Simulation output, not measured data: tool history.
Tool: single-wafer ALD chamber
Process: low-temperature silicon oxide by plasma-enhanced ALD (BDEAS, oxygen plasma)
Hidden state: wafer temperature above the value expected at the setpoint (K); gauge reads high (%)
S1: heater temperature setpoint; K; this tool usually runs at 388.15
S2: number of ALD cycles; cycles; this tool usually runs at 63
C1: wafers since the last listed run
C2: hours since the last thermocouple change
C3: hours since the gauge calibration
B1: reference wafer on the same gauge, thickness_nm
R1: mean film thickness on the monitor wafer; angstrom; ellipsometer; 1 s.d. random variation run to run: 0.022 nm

run 1 day=0 | S1=388.15 S2=63 | C1=0 C2=1711.8 C3=155.3 | B1=9.406 | R1=87
run 2 day=0.646 | S1=388.15 S2=63 | C1=70 C2=1727.3 C3=170.8 | B1=9.411 | R1=87.08
run 3 day=1.133 | S1=380.15 S2=66 | C1=53 C2=1739 C3=182.5 | B1=9.409 | R1=93.25
run 4 day=1.442 | S1=380.15 S2=66 | C1=33 C2=1746.4 C3=189.9 | B1=9.41 | R1=92.66
run 5 day=2.096 | S1=380.15 S2=66 | C1=71 C2=1762.1 C3=205.6 | B1=9.411 | R1=92.58
-- day=2.133 gauge calibrated
run 6 day=3.108 | S1=388.15 S2=63 | C1=110 C2=1786.4 C3=23.4 | B1=9.413 | R1=87.33
run 7 day=3.733 | S1=388.15 S2=71 | C1=68 C2=1801.4 C3=38.4 | B1=9.408 | R1=97.95
run 8 day=4.117 | S1=388.15 S2=71 | C1=41 C2=1810.6 C3=47.6 | B1=9.407 | R1=98.03
run 9 day=4.492 | S1=388.15 S2=71 | C1=40 C2=1819.6 C3=56.6 | B1=9.409 | R1=98.06
run 10 day=4.867 | S1=388.15 S2=63 | C1=40 C2=1828.6 C3=65.6 | B1=9.411 | R1=87.41
run 11 day=5.583 | S1=399.15 S2=71 | C1=78 C2=1845.8 C3=82.8 | B1=9.408 | R1=96.13
run 12 day=5.983 | S1=399.15 S2=71 | C1=43 C2=1855.4 C3=92.4 | B1=9.412 | R1=96.03
run 13 day=6.517 | S1=388.15 S2=63 | C1=58 C2=1868.2 C3=105.2 | B1=9.406 | R1=87.07
run 14 day=6.825 | S1=381.15 S2=63 | C1=33 C2=1875.6 C3=112.6 | B1=9.407 | R1=88.63
run 15 day=7.158 | S1=388.15 S2=63 | C1=36 C2=1883.6 C3=120.6 | B1=9.407 | R1=87.23
run 16 day=7.675 | S1=395.15 S2=58 | C1=56 C2=1896 C3=133 | B1=9.41 | R1=79.06
run 17 day=8.258 | S1=395.15 S2=66 | C1=63 C2=1910 C3=147 | B1=9.406 | R1=89.83
run 18 day=8.825 | S1=402.15 S2=53 | C1=61 C2=1923.6 C3=160.6 | B1=9.406 | R1=71.02
-- day=9.658 gauge calibrated
run 19 day=11.012 | S1=398.15 S2=51 | C1=238 C2=1976.1 C3=32.5 | B1=9.403 | R1=69.38
run 20 day=11.362 | S1=388.15 S2=63 | C1=38 C2=1984.5 C3=40.9 | B1=9.413 | R1=87.01
-- day=11.825 thermocouple changed; heater temperature recalibrated
run 21 day=11.975 | S1=388.15 S2=56 | C1=30 C2=3.6 C3=55.6 | B1=9.407 | R1=77.6
run 22 day=12.517 | S1=399.15 S2=63 | C1=59 C2=16.6 C3=68.6 | B1=9.414 | R1=85.11
run 23 day=12.779 | S1=379.15 S2=71 | C1=28 C2=22.9 C3=74.9 | B1=9.405 | R1=100.04
run 24 day=13.179 | S1=382.15 S2=55 | C1=43 C2=32.5 C3=84.5 | B1=9.402 | R1=77.32
run 25 day=13.592 | S1=396.15 S2=57 | C1=44 C2=42.4 C3=94.4 | B1=9.411 | R1=77.37
run 26 day=14.308 | S1=388.15 S2=63 | C1=78 C2=59.6 C3=111.6 | B1=9.416 | R1=87.24
run 27 day=14.917 | S1=394.15 S2=74 | C1=66 C2=74.2 C3=126.2 | B1=9.403 | R1=101.16
run 28 day=15.279 | S1=388.15 S2=63 | C1=39 C2=82.9 C3=134.9 | B1=9.404 | R1=87.07

Run-by-run hidden state of the tool:
wafer temperature above the value expected at the setpoint (K): 0, the same for each run
gauge reads high (%): 0, the same for each run
